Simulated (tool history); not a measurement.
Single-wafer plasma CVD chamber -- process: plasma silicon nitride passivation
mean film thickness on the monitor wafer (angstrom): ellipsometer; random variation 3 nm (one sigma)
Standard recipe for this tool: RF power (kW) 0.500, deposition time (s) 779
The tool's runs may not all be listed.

run,day,RF power (kW),deposition time (s),wafers since the last listed run,hours since the last RF generator calibration,hours since the showerhead was replaced,hours since the gauge calibration,"read-back reference wafer on the same gauge, thickness_nm",mean film thickness on the monitor wafer (angstrom)
1,0.000,0.500,745,0,178.7,4729.0,918.1,990.216,11634.89
2,1.650,0.500,745,99,218.3,4768.6,957.7,989.891,11612.52
3,4.475,0.500,745,170,286.1,4836.4,1025.5,990.003,11654.22
4,6.342,0.575,779,112,330.9,4881.2,1070.3,989.996,12581.66
5,9.096,0.500,874,166,397.0,4947.3,1136.4,989.648,13594.14
6,10.550,0.500,874,87,431.9,4982.2,1171.3,989.913,13589.41
7,11.821,0.500,874,76,462.4,5012.7,1201.8,989.861,13563.57
8,13.996,0.500,733,131,514.6,5064.9,1254.0,990.034,11374.74
9,16.912,0.500,733,176,584.6,5134.9,1324.0,989.905,11364.37
10,18.425,0.500,733,91,620.9,5171.2,1360.3,989.576,11330.34
11,21.417,0.475,779,180,692.7,5243.0,1432.1,989.515,11829.87
12,22.988,0.500,829,94,730.4,5280.7,1469.8,990.179,12809.94
# day 24.492: showerhead replaced
# day 24.575: RF generator calibrated
13,25.788,0.500,829,143,29.1,31.1,1537.0,989.938,12932.66
14,27.154,0.500,687,82,61.9,63.9,1569.8,989.641,10738.72
# day 27.704: gauge calibrated
15,28.988,0.500,687,110,105.9,107.9,30.8,989.961,10731.31
16,30.033,0.500,882,63,131.0,133.0,55.9,990.500,13785.76
17,31.767,0.500,882,104,172.6,174.6,97.5,990.126,13806.54
18,34.300,0.500,779,153,233.4,235.4,158.3,990.207,12181.28
19,36.325,0.500,779,122,282.0,284.0,206.9,989.665,12108.90
20,37.854,0.530,818,92,318.7,320.7,243.6,990.406,12964.99
21,39.996,0.570,630,129,370.1,372.1,295.0,990.004,10133.76
22,41.133,0.570,822,68,397.4,399.4,322.3,989.752,13247.90
23,42.538,0.460,692,84,431.1,433.1,356.0,989.884,10520.74
24,43.700,0.500,874,70,459.0,461.0,383.9,990.048,13594.09
25,47.742,0.570,663,244,556.0,558.0,480.9,990.186,10636.41
26,50.521,0.430,907,167,622.7,624.7,547.6,989.417,13468.11
27,51.725,0.500,779,72,651.6,653.6,576.5,990.034,12011.75
28,53.888,0.500,779,130,703.5,705.5,628.4,989.831,11951.01
29,54.962,0.500,779,64,729.3,731.3,654.2,989.598,11963.54
30,57.508,0.470,779,153,790.4,792.4,715.3,990.043,11760.06
31,59.062,0.420,913,93,827.7,829.7,752.6,989.962,13307.99
32,61.558,0.500,745,150,887.6,889.6,812.5,989.934,11319.01
33,63.029,0.405,876,88,922.9,924.9,847.8,990.033,12557.95
34,64.358,0.500,892,80,954.8,956.8,879.7,990.474,13522.27
# day 64.958: RF generator calibrated
35,67.054,0.550,779,142,50.3,1021.5,944.4,989.918,12492.22
36,68.083,0.475,658,62,75.0,1046.2,969.1,990.113,10114.02
37,70.796,0.415,699,163,140.1,1111.3,1034.2,989.880,10375.27
38,72.312,0.500,779,91,176.5,1147.7,1070.6,989.918,12154.55

Difference, measured minus no-hidden-state, one row per run. Run-to-run variation is common to both terms; the gauge's own scatter need not be:
What the log doesn't record here: delivered RF power above the setpoint (%); gauge reads high (%).
run,mean film thickness on the monitor wafer (angstrom)
1,-19.31
2,-24.78
3,-36.91
4,-50.41
5,-74.42
6,-86.45
7,-97.67
8,-99.86
9,-127.04
10,-142.26
11,-183.96
12,-221.24
13,-40.23
14,-34.38
15,-36.76
16,-49.71
17,-55.08
18,-57.76
19,-66.68
20,-80.17
21,-73.70
22,-104.91
23,-92.42
24,-129.92
25,-134.49
26,-203.88
27,-195.99
28,-222.07
29,-236.66
30,-268.40
31,-330.30
32,-319.87
33,-382.08
34,-439.10
35,-40.60
36,-33.82
37,-39.10
38,-50.06
